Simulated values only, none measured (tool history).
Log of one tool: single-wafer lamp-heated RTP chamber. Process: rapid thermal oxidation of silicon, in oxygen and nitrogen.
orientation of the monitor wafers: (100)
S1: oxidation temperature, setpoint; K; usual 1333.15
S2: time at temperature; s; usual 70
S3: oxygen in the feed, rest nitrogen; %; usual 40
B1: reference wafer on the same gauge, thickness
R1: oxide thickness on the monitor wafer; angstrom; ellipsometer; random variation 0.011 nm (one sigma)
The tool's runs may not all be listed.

run,day,S1,S2,S3,B1,R1
1,0,1333.15,70,40,7.535,73.28
2,1.075,1333.15,70,40,7.529,73.59
3,3.475,1333.15,88,40,7.532,81.17
4,5.546,1333.15,88,40,7.529,81.4
5,6.733,1333.15,88,40,7.527,81.34
# day 7.817: pyrometer window cleaned and pyrometer calibrated
6,9.071,1333.15,70,40,7.531,73.14
7,14.938,1333.15,70,40,7.53,73.31
8,19.421,1333.15,70,40,7.53,73.56
# day 21.042: oxygen flow controller replaced
# day 22.392: pyrometer window cleaned and pyrometer calibrated
9,22.412,1333.15,70,40,7.526,73.16
10,25.3,1333.15,70,40,7.529,73.49
# day 26.304: gauge calibrated
11,27.454,1333.15,70,62,7.531,85.95
12,28.867,1325.15,70,22,7.531,56.53
13,29.967,1333.15,70,40,7.529,73.52
14,32.208,1320.15,88,63,7.531,87.63
15,33.858,1333.15,88,40,7.53,81.38
16,35.05,1362.15,41,23,7.529,58.08
17,36.842,1333.15,70,57,7.529,83.64
18,38.262,1333.15,70,40,7.529,73.7
# day 39.129: pyrometer window cleaned and pyrometer calibrated
19,41.233,1333.15,44,40,7.534,59.86
20,42.575,1333.15,70,40,7.533,73.35
21,44.917,1333.15,70,40,7.529,73.03
22,47.458,1333.15,48,40,7.53,62.14
23,50.358,1307.15,56,40,7.53,56.03

5 ways to go on from here, each from the tool as it stands after run 23. What would each give?
A,50.375,1333.15,70,40,?,?
B,50.375,1346.15,58,62,?,?
C,50.375,1312.15,83,56,?,?
D,50.375,1358.15,70,19,?,?
E,50.375,1308.15,54,49,?,?

run,B1,R1
A,7.531,73.59
B,7.531,86.21
C,7.531,77.53
D,7.531,66.73
E,7.531,59.54
Without the tool's hidden state the same runs would have given:
run,R1
A,73.11
B,85.65
C,77
D,66.31
E,59.14

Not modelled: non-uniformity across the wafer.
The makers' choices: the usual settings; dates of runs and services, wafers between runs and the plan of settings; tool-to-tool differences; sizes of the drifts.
